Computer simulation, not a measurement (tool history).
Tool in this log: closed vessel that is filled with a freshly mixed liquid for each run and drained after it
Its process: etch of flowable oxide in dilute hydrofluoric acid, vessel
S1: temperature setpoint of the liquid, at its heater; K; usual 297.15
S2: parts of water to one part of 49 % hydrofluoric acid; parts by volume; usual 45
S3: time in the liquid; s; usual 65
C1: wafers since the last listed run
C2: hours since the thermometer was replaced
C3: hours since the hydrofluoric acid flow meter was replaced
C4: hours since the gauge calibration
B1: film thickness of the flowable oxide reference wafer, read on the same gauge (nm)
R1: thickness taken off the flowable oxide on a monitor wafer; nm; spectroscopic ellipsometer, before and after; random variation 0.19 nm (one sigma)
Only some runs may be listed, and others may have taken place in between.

| run | hour | S1 | S2 | S3 | C1 | C2 | C3 | C4 | B1 | R1 |
|---|---|---|---|---|---|---|---|---|---|---|
| 1 | 0 | 297.15 | 45 | 35 | 0 | 2186.5 | 61.9 | 667.8 | 138.46 | 31.2 |
| 2 | 38.4 | 297.15 | 45 | 35 | 4872 | 2224.9 | 100.3 | 706.2 | 138.34 | 31.44 |
| 3 | 103.9 | 297.15 | 45 | 35 | 8311 | 2290.4 | 165.8 | 771.7 | 138.06 | 31.14 |
| 4 | 150.9 | 297.15 | 45 | 85 | 5964 | 2337.4 | 212.8 | 818.7 | 137.89 | 75.77 |
| 5 | 204.1 | 297.15 | 45 | 85 | 6750 | 2390.6 | 266 | 871.9 | 137.63 | 75.07 |
| 6 | 269.5 | 297.15 | 45 | 85 | 8299 | 2456 | 331.4 | 937.3 | 137.33 | 74.99 |
| 7 | 317.1 | 297.15 | 50 | 35 | 6040 | 2503.6 | 379 | 984.9 | 137.06 | 27.96 |
| 8 | 350.2 | 298.65 | 45 | 90 | 4200 | 2536.7 | 412.1 | 1018 | 136.89 | 84.81 |
| 9 | 410.6 | 298.65 | 45 | 90 | 7664 | 2597.1 | 472.5 | 1078.4 | 136.53 | 84.51 |
|  | 447.4 | gauge calibrated |
| 10 | 457.6 | 294.15 | 45 | 65 | 5964 | 2644.1 | 519.5 | 10.2 | 140.53 | 52.09 |
| 11 | 487 | 297.15 | 45 | 65 | 3730 | 2673.5 | 548.9 | 39.6 | 140.48 | 59.23 |
|  | 525.3 | thermometer replaced |
| 12 | 548.3 | 297.15 | 45 | 65 | 7651 | 23 | 610.2 | 100.9 | 140.5 | 58.61 |
| 13 | 577.6 | 297.15 | 45 | 65 | 3718 | 52.3 | 639.5 | 130.2 | 140.49 | 58.98 |
|  | 624.3 | hydrofluoric acid flow meter replaced |
| 14 | 640.6 | 297.15 | 45 | 65 | 7867 | 115.3 | 16.3 | 193.2 | 140.45 | 59.08 |
| 15 | 693.4 | 293.15 | 45 | 65 | 6700 | 168.1 | 69.1 | 246 | 140.38 | 49.78 |
| 16 | 717.5 | 300.15 | 45 | 80 | 3058 | 192.2 | 93.2 | 270.1 | 140.32 | 82.2 |
| 17 | 815.3 | 297.15 | 45 | 65 | 12410 | 290 | 191 | 367.9 | 140.13 | 58.98 |
| 18 | 857.4 | 302.15 | 35 | 105 | 5342 | 332.1 | 233.1 | 410 | 140.09 | 151.69 |
| 19 | 913.5 | 295.15 | 45 | 50 | 7118 | 388.2 | 289.2 | 466.1 | 139.96 | 41.4 |
| 20 | 958.9 | 299.65 | 45 | 65 | 5761 | 433.6 | 334.6 | 511.5 | 139.79 | 64.95 |
| 21 | 991.3 | 297.15 | 60 | 65 | 4111 | 466 | 367 | 543.9 | 139.71 | 43.21 |
| 22 | 1017.1 | 297.15 | 45 | 65 | 3273 | 491.8 | 392.8 | 569.7 | 139.64 | 58.83 |
| 23 | 1083.8 | 297.15 | 45 | 65 | 8463 | 558.5 | 459.5 | 636.4 | 139.43 | 58.58 |
| 24 | 1146.3 | 298.65 | 35 | 65 | 7931 | 621 | 522 | 698.9 | 139.17 | 80.81 |

What will run 25 give?
| 25 | 1189.3 | 294.15 | 55 | 40 | 5456 | 664 | 565 | 741.9 | ? | ? |

Run 25 measured B1 139.05, R1 25.47 nm.
Minus the tool's unlogged condition, the same run would have read R1 25.65 nm.
